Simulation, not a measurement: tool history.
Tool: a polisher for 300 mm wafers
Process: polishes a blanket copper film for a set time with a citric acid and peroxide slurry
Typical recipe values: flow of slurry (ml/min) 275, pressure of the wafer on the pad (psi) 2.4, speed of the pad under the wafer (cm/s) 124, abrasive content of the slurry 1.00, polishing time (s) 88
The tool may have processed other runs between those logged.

run	hour	flow of slurry (ml/min)	pressure of the wafer on the pad (psi)	speed of the pad under the wafer (cm/s)	abrasive content of the slurry	polishing time (s)	incoming thickness of the incoming film, nm	film removed (nm)
1	0.0	275	2.4	158	1.00	88	1094.0	204.6
# hour 6.5: worn pad replaced by a new one
2	92.7	275	2.4	158	1.00	88	1056.7	223.7
# hour 159.5: slurry nozzle cleaned
3	179.3	275	2.4	124	1.00	88	1073.3	181.6
4	218.7	275	2.4	124	1.00	88	1084.9	184.7
# hour 257.4: slurry blender recalibrated
5	289.8	275	2.9	124	0.80	88	1092.0	208.7
6	386.7	275	2.9	124	0.80	88	1079.0	206.2
7	490.6	275	2.4	124	1.00	88	1077.8	179.8
# hour 554.7: head pressure recalibrated
8	574.0	275	2.4	124	1.00	88	1071.6	181.0
# hour 643.2: worn pad replaced by a new one
9	669.5	275	2.4	124	1.00	88	1083.5	183.8
10	751.5	275	2.4	124	1.00	70	1056.6	149.6
# hour 791.8: slurry nozzle cleaned
11	798.5	275	1.8	124	1.20	88	1059.5	145.5
12	876.9	275	2.4	124	1.00	88	1074.2	184.4
# hour 911.9: slurry blender recalibrated
13	924.9	275	3.2	82	1.00	106	1069.5	225.9
14	980.3	275	1.9	100	1.00	88	1080.5	128.4
15	1080.2	205	2.4	124	1.00	65	1060.5	132.5
16	1183.9	275	2.4	124	1.00	88	1103.4	175.8
# hour 1244.0: worn pad replaced by a new one
17	1244.8	275	2.4	124	1.00	88	1086.7	184.4
18	1303.1	275	2.8	124	1.00	88	1082.3	218.8
19	1351.9	275	2.4	124	1.15	88	1072.3	193.4
20	1420.1	275	2.4	140	1.20	88	1074.5	212.7
21	1470.5	305	2.1	124	1.00	88	1097.7	163.5
# hour 1473.6: slurry nozzle cleaned
22	1569.8	275	2.7	124	1.30	88	1079.8	223.5
23	1634.0	275	2.2	124	1.00	79	1076.8	151.8
# hour 1638.0: slurry blender recalibrated
# hour 1643.0: head pressure recalibrated
24	1742.8	275	2.4	124	1.00	111	1081.2	230.7
25	1819.8	275	2.4	124	1.00	88	1071.1	176.7
# hour 1866.6: worn pad replaced by a new one
26	1925.4	275	2.4	124	1.00	88	1096.3	184.5
27	1983.9	275	2.4	124	1.00	88	1082.0	189.0
28	2050.8	275	2.4	124	1.30	88	1098.3	198.3
29	2116.6	275	2.4	104	0.85	72	1095.3	128.8

5 ways to go on from here, each from the tool as it stands after run 29. What would each give?
A	2117.0	275	2.4	124	1.00	105	1082.2	?
B	2117.0	200	2.4	124	1.00	59	1082.2	?
C	2117.0	220	2.4	104	1.00	75	1082.2	?
D	2117.0	355	1.8	124	1.00	60	1082.2	?
E	2117.0	275	2.9	112	1.30	88	1082.2	?

run	film removed (nm)
A	218.9
B	120.0
C	137.1
D	96.2
E	220.5
Had the tool no hidden state, the same runs would have come out as:
run	film removed (nm)
A	221.3
B	121.4
C	138.6
D	97.3
E	223.0
